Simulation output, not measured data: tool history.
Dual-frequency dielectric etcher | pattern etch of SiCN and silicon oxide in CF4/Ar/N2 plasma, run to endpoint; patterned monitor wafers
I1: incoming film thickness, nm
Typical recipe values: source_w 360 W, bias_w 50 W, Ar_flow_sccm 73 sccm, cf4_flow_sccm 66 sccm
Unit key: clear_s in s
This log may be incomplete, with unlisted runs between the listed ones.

{"run": 1, "hour": 0.0, "source_w": 360, "bias_w": 50, "Ar_flow_sccm": 73, "cf4_flow_sccm": 66, "I1": 9.4, "clear_s": 13.9}
{"hour": 20.4, "done": "Ar flow controller replaced"}
{"run": 2, "hour": 20.9, "source_w": 360, "bias_w": 50, "Ar_flow_sccm": 73, "cf4_flow_sccm": 66, "I1": 9.53, "clear_s": 14.5}
{"run": 3, "hour": 42.7, "source_w": 360, "bias_w": 50, "Ar_flow_sccm": 73, "cf4_flow_sccm": 66, "I1": 9.47, "clear_s": 14.3}
{"run": 4, "hour": 77.4, "source_w": 360, "bias_w": 50, "Ar_flow_sccm": 73, "cf4_flow_sccm": 66, "I1": 9.43, "clear_s": 14.1}
{"run": 5, "hour": 89.5, "source_w": 390, "bias_w": 54, "Ar_flow_sccm": 73, "cf4_flow_sccm": 66, "I1": 9.36, "clear_s": 12.4}
{"run": 6, "hour": 107.0, "source_w": 360, "bias_w": 50, "Ar_flow_sccm": 73, "cf4_flow_sccm": 66, "I1": 9.38, "clear_s": 13.7}
{"run": 7, "hour": 124.3, "source_w": 320, "bias_w": 50, "Ar_flow_sccm": 83, "cf4_flow_sccm": 66, "I1": 9.35, "clear_s": 15.8}
{"run": 8, "hour": 143.2, "source_w": 290, "bias_w": 43, "Ar_flow_sccm": 65, "cf4_flow_sccm": 56, "I1": 9.43, "clear_s": 18.5}
{"run": 9, "hour": 162.4, "source_w": 360, "bias_w": 50, "Ar_flow_sccm": 73, "cf4_flow_sccm": 66, "I1": 9.36, "clear_s": 13.8}
{"run": 10, "hour": 184.9, "source_w": 360, "bias_w": 50, "Ar_flow_sccm": 73, "cf4_flow_sccm": 66, "I1": 9.45, "clear_s": 14.1}
{"run": 11, "hour": 210.9, "source_w": 330, "bias_w": 55, "Ar_flow_sccm": 73, "cf4_flow_sccm": 54, "I1": 9.39, "clear_s": 14.7}
{"run": 12, "hour": 242.0, "source_w": 290, "bias_w": 59, "Ar_flow_sccm": 86, "cf4_flow_sccm": 76, "I1": 9.35, "clear_s": 16}
{"hour": 292.8, "done": "bias power generator calibrated"}
{"hour": 315.0, "done": "wet clean of the chamber, repeated, since the last time left the tool worse"}
{"run": 13, "hour": 341.8, "source_w": 360, "bias_w": 50, "Ar_flow_sccm": 57, "cf4_flow_sccm": 66, "I1": 9.41, "clear_s": 14.1}
{"run": 14, "hour": 375.5, "source_w": 320, "bias_w": 59, "Ar_flow_sccm": 87, "cf4_flow_sccm": 58, "I1": 9.36, "clear_s": 15.6}
{"hour": 401.9, "done": "upper electrode replaced"}
{"run": 15, "hour": 404.1, "source_w": 360, "bias_w": 50, "Ar_flow_sccm": 73, "cf4_flow_sccm": 66, "I1": 9.33, "clear_s": 14.7}
{"run": 16, "hour": 438.7, "source_w": 360, "bias_w": 50, "Ar_flow_sccm": 90, "cf4_flow_sccm": 62, "I1": 9.4, "clear_s": 15.3}
{"run": 17, "hour": 468.7, "source_w": 360, "bias_w": 50, "Ar_flow_sccm": 73, "cf4_flow_sccm": 66, "I1": 9.41, "clear_s": 14.8}
{"run": 18, "hour": 500.7, "source_w": 360, "bias_w": 50, "Ar_flow_sccm": 73, "cf4_flow_sccm": 66, "I1": 9.43, "clear_s": 14.6}
{"run": 19, "hour": 535.2, "source_w": 360, "bias_w": 50, "Ar_flow_sccm": 59, "cf4_flow_sccm": 66, "I1": 9.38, "clear_s": 14.2}
{"run": 20, "hour": 548.7, "source_w": 300, "bias_w": 50, "Ar_flow_sccm": 79, "cf4_flow_sccm": 66, "I1": 9.39, "clear_s": 17.8}
{"run": 21, "hour": 563.6, "source_w": 410, "bias_w": 50, "Ar_flow_sccm": 73, "cf4_flow_sccm": 66, "I1": 9.36, "clear_s": 12.6}
{"run": 22, "hour": 597.0, "source_w": 430, "bias_w": 61, "Ar_flow_sccm": 79, "cf4_flow_sccm": 66, "I1": 9.44, "clear_s": 11.3}
{"run": 23, "hour": 615.0, "source_w": 360, "bias_w": 50, "Ar_flow_sccm": 73, "cf4_flow_sccm": 66, "I1": 9.42, "clear_s": 14.4}
{"run": 24, "hour": 642.7, "source_w": 360, "bias_w": 50, "Ar_flow_sccm": 73, "cf4_flow_sccm": 66, "I1": 9.39, "clear_s": 14.5}
{"run": 25, "hour": 669.8, "source_w": 430, "bias_w": 50, "Ar_flow_sccm": 73, "cf4_flow_sccm": 54, "I1": 9.42, "clear_s": 12.3}

Here are 3 independent what-if runs from the current tool condition. What would each one return?
{"run": "A", "hour": 670.2, "source_w": 360, "bias_w": 50, "Ar_flow_sccm": 73, "cf4_flow_sccm": 66, "I1": 9.35, "clear_s": "?"}
{"run": "B", "hour": 670.2, "source_w": 330, "bias_w": 57, "Ar_flow_sccm": 87, "cf4_flow_sccm": 61, "I1": 9.35, "clear_s": "?"}
{"run": "C", "hour": 670.2, "source_w": 330, "bias_w": 50, "Ar_flow_sccm": 63, "cf4_flow_sccm": 58, "I1": 9.35, "clear_s": "?"}

run=A clear_s=14.6
run=B clear_s=15.5
run=C clear_s=15.7
Without the tool's unlogged condition, the same runs would have read:
run=A clear_s=14.9
run=B clear_s=15.8
run=C clear_s=16.1
